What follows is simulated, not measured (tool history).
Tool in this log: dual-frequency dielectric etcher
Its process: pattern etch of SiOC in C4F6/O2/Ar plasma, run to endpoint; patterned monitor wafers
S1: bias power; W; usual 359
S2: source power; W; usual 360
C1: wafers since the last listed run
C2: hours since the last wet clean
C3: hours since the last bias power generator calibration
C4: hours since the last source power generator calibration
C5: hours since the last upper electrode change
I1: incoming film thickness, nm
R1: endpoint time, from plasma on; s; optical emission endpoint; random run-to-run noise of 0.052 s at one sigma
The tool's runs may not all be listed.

Run 1, hour 0: usual settings; C1 0; C2 62.5; C3 4834.6; C4 4143.8; C5 3427.9; I1 42.25. Result: R1 16.9 s.
Run 2, hour 48.5: usual settings but S1 323 W; C1 630; C2 111; C3 4883.1; C4 4192.3; C5 3476.4; I1 42.48. Result: R1 17.6 s.
Run 3, hour 69.8: usual settings but S1 380 W; C1 276; C2 132.3; C3 4904.4; C4 4213.6; C5 3497.7; I1 42.67. Result: R1 16.9 s.
At hour 123.2: bias power generator calibrated.
Run 4, hour 143.7: usual settings but S1 380 W; C1 908; C2 206.2; C3 20.5; C4 4287.5; C5 3571.6; I1 42.51. Result: R1 16.7 s.
Run 5, hour 170.5: usual settings but S1 337 W, S2 380 W; C1 348; C2 233; C3 47.3; C4 4314.3; C5 3598.4; I1 42.84. Result: R1 17.3 s.
Run 6, hour 199.4: usual settings but S1 337 W, S2 380 W; C1 375; C2 261.9; C3 76.2; C4 4343.2; C5 3627.3; I1 43.27. Result: R1 17.5 s.
At hour 210.5: source power generator calibrated.
Run 7, hour 211.9: usual settings but S1 337 W, S2 380 W; C1 110; C2 274.4; C3 88.7; C4 1.4; C5 3639.8; I1 43. Result: R1 17.3 s.
Run 8, hour 246.1: usual settings but S1 391 W; C1 444; C2 308.6; C3 122.9; C4 35.6; C5 3674; I1 42.74. Result: R1 16.8 s.
Run 9, hour 273.9: usual settings but S1 391 W; C1 361; C2 336.4; C3 150.7; C4 63.4; C5 3701.8; I1 42.95. Result: R1 17 s.
Run 10, hour 289.9: usual settings but S1 391 W; C1 207; C2 352.4; C3 166.7; C4 79.4; C5 3717.8; I1 42.69. Result: R1 16.9 s.
Run 11, hour 315.4: usual settings; C1 331; C2 377.9; C3 192.2; C4 104.9; C5 3743.3; I1 42.6. Result: R1 17.2 s.
Run 12, hour 341.8: usual settings but S2 320 W; C1 342; C2 404.3; C3 218.6; C4 131.3; C5 3769.7; I1 43.25. Result: R1 18.3 s.
Run 13, hour 376.7: usual settings but S1 416 W; C1 453; C2 439.2; C3 253.5; C4 166.2; C5 3804.6; I1 42.32. Result: R1 16.4 s.
Run 14, hour 399.4: usual settings but S1 391 W; C1 294; C2 461.9; C3 276.2; C4 188.9; C5 3827.3; I1 42.56. Result: R1 16.9 s.
Run 15, hour 414.7: usual settings but S2 410 W; C1 198; C2 477.2; C3 291.5; C4 204.2; C5 3842.6; I1 43.28. Result: R1 16.8 s.
Run 16, hour 447.5: usual settings but S1 270 W, S2 320 W; C1 426; C2 510; C3 324.3; C4 237; C5 3875.4; I1 42.7. Result: R1 19.9 s.
Run 17, hour 483.6: usual settings; C1 469; C2 546.1; C3 360.4; C4 273.1; C5 3911.5; I1 43.29. Result: R1 17.7 s.
Run 18, hour 505.6: usual settings; C1 285; C2 568.1; C3 382.4; C4 295.1; C5 3933.5; I1 42.85. Result: R1 17.5 s.
At hour 536.5: wet clean of the chamber.
At hour 560.7: upper electrode replaced.
Run 19, hour 561.2: usual settings but S1 301 W, S2 310 W; C1 98; C2 24.7; C3 438; C4 350.7; C5 0.5; I1 42.9. Result: R1 19 s.
Run 20, hour 561.5: usual settings; C1 3; C2 25; C3 438.3; C4 351; C5 0.8; I1 42.62. Result: R1 17.1 s.
Run 21, hour 584.1: usual settings but S2 280 W; C1 293; C2 47.6; C3 460.9; C4 373.6; C5 23.4; I1 43.05. Result: R1 18.8 s.
Run 22, hour 603.5: usual settings but S1 310 W, S2 410 W; C1 252; C2 67; C3 480.3; C4 393; C5 42.8; I1 42.62. Result: R1 17.1 s.
Run 23, hour 626.9: usual settings but S1 414 W, S2 280 W; C1 304; C2 90.4; C3 503.7; C4 416.4; C5 66.2; I1 42.75. Result: R1 17.9 s.
Run 24, hour 660.8: usual settings; C1 440; C2 124.3; C3 537.6; C4 450.3; C5 100.1; I1 42.88. Result: R1 17.2 s.
Run 25, hour 678.5: usual settings but S1 389 W, S2 450 W; C1 229; C2 142; C3 555.3; C4 468; C5 117.8; I1 42.58. Result: R1 15.3 s.
Run 26, hour 696.9: usual settings but S1 285 W, S2 450 W; C1 239; C2 160.4; C3 573.7; C4 486.4; C5 136.2; I1 43. Result: R1 17 s.
Run 27, hour 714.3: usual settings; C1 226; C2 177.8; C3 591.1; C4 503.8; C5 153.6; I1 43.01. Result: R1 17.3 s.
Run 28, hour 740.4: usual settings but S1 405 W, S2 440 W; C1 339; C2 203.9; C3 617.2; C4 529.9; C5 179.7; I1 42.79. Result: R1 15.4 s.
Run 29, hour 765.3: usual settings but S2 420 W; C1 323; C2 228.8; C3 642.1; C4 554.8; C5 204.6; I1 42.53. Result: R1 16.1 s.
Run 30, hour 780.1: usual settings but S1 393 W, S2 410 W; C1 192; C2 243.6; C3 656.9; C4 569.6; C5 219.4; I1 43.04. Result: R1 16.1 s.
Run 31, hour 804.5: usual settings but S1 272 W; C1 317; C2 268; C3 681.3; C4 594; C5 243.8; I1 42.8. Result: R1 18.8 s.
Run 32, hour 831.8: usual settings but S1 430 W, S2 290 W; C1 354; C2 295.3; C3 708.6; C4 621.3; C5 271.1; I1 42.36. Result: R1 17.5 s.
Run 33, hour 859.1: usual settings but S1 295 W, S2 390 W; C1 354; C2 322.6; C3 735.9; C4 648.6; C5 298.4; I1 42.53. Result: R1 17.8 s.
Run 34, hour 884: usual settings but S1 424 W, S2 300 W; C1 323; C2 347.5; C3 760.8; C4 673.5; C5 323.3; I1 42.66. Result: R1 17.5 s.

Below are 5 alternative next runs, each starting from the tool's condition after run 34. Predict each:
Run A, hour 884.4: usual settings but S1 382 W; C1 5; C2 347.9; C3 761.2; C4 673.9; C5 323.7; I1 42.24. Result: R1 ?.
Run B, hour 884.4: usual settings but S2 330 W; C1 5; C2 347.9; C3 761.2; C4 673.9; C5 323.7; I1 42.24. Result: R1 ?.
Run C, hour 884.4: usual settings but S1 281 W, S2 410 W; C1 5; C2 347.9; C3 761.2; C4 673.9; C5 323.7; I1 42.24. Result: R1 ?.
Run D, hour 884.4: usual settings but S1 330 W, S2 320 W; C1 5; C2 347.9; C3 761.2; C4 673.9; C5 323.7; I1 42.24. Result: R1 ?.
Run E, hour 884.4: usual settings but S1 439 W, S2 410 W; C1 5; C2 347.9; C3 761.2; C4 673.9; C5 323.7; I1 42.24. Result: R1 ?.

run    R1
  A  16.8
  B  17.7
  C  17.6
  D  18.3
  E  15.3
With no hidden state in the tool, these same runs would have given:
run    R1
  A  16.5
  B  17.4
  C  17.3
  D    18
  E  15.1
